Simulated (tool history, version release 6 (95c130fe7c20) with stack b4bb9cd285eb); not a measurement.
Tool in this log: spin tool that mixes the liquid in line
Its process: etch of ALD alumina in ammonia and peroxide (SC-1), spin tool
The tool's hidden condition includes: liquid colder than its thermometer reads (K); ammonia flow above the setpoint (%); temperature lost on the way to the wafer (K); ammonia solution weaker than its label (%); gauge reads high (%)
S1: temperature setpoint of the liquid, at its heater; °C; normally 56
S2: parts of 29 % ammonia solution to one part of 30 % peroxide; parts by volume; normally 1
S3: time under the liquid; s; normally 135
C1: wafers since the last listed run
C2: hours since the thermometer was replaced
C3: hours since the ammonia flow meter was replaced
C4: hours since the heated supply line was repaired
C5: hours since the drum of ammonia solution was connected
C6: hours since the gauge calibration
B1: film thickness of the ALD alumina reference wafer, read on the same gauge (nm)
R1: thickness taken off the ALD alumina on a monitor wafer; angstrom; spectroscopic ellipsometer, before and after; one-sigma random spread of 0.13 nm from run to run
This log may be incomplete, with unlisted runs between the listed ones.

run 1 day=0 | S1=63 S2=1 S3=135 | C1=0 C2=689.8 C3=1789 C4=2230.6 C5=1012.2 C6=159.6 | B1=120.01 | R1=177.3
run 2 day=1.479 | S1=56 S2=1 S3=135 | C1=248 C2=725.3 C3=1824.5 C4=2266.1 C5=1047.7 C6=195.1 | B1=119.99 | R1=120.6
run 3 day=2.9 | S1=56 S2=1 S3=135 | C1=238 C2=759.4 C3=1858.6 C4=2300.2 C5=1081.8 C6=229.2 | B1=120 | R1=120.3
run 4 day=4.179 | S1=56 S2=1 S3=135 | C1=214 C2=790.1 C3=1889.3 C4=2330.9 C5=1112.5 C6=259.9 | B1=119.99 | R1=121.3
-- day=4.9 new drum of ammonia solution connected
-- day=5.221 gauge calibrated
-- day=5.25 thermometer replaced
run 5 day=5.346 | S1=56 S2=1 S3=135 | C1=182 C2=2.3 C3=1917.3 C4=2358.9 C5=10.7 C6=3 | B1=120 | R1=129
run 6 day=5.975 | S1=56 S2=1 S3=135 | C1=105 C2=17.4 C3=1932.4 C4=2374 C5=25.8 C6=18.1 | B1=119.99 | R1=130.2
run 7 day=7.358 | S1=62 S2=1 S3=135 | C1=232 C2=50.6 C3=1965.6 C4=2407.2 C5=59 C6=51.3 | B1=119.99 | R1=176.7
run 8 day=8.221 | S1=62 S2=1 S3=135 | C1=144 C2=71.3 C3=1986.3 C4=2427.9 C5=79.7 C6=72 | B1=120 | R1=176
run 9 day=9.462 | S1=48.5 S2=1.2 S3=135 | C1=208 C2=101.1 C3=2016.1 C4=2457.7 C5=109.5 C6=101.8 | B1=119.99 | R1=88.9
-- day=10.129 ammonia flow meter replaced
run 10 day=10.458 | S1=65.5 S2=0.6 S3=210 | C1=160 C2=125 C3=7.9 C4=2481.6 C5=133.4 C6=125.7 | B1=119.99 | R1=303.1
run 11 day=11.788 | S1=65 S2=0.8 S3=205 | C1=223 C2=156.9 C3=39.8 C4=2513.5 C5=165.3 C6=157.6 | B1=119.99 | R1=299.7
-- day=11.929 heated supply line repaired
run 12 day=12.746 | S1=49 S2=0.55 S3=175 | C1=154 C2=179.9 C3=62.8 C4=19.6 C5=188.3 C6=180.6 | B1=120.01 | R1=107.8
run 13 day=13.854 | S1=56 S2=1.2 S3=85 | C1=186 C2=206.5 C3=89.4 C4=46.2 C5=214.9 C6=207.2 | B1=120.01 | R1=82.3
run 14 day=14.838 | S1=56 S2=1 S3=135 | C1=165 C2=230.1 C3=113 C4=69.8 C5=238.5 C6=230.8 | B1=120.02 | R1=127.5
-- day=15.742 gauge calibrated
run 15 day=16.246 | S1=56 S2=1 S3=135 | C1=236 C2=263.9 C3=146.8 C4=103.6 C5=272.3 C6=12.1 | B1=120.01 | R1=128.4

What was the tool's hidden state at every run in the log?
ammonia flow above the setpoint (%): 0 across all the runs
temperature lost on the way to the wafer (K): 0 across all the runs
ammonia solution weaker than its label (%): 0 across all the runs
gauge reads high (%): 0 across all the runs
H1: liquid colder than its thermometer reads (K)
run=1 H1=1.49
run=2 H1=1.57
run=3 H1=1.64
run=4 H1=1.71
run=5 H1=0.129
run=6 H1=0.161
run=7 H1=0.232
run=8 H1=0.276
run=9 H1=0.339
run=10 H1=0.39
run=11 H1=0.457
run=12 H1=0.506
run=13 H1=0.563
run=14 H1=0.613
run=15 H1=0.684
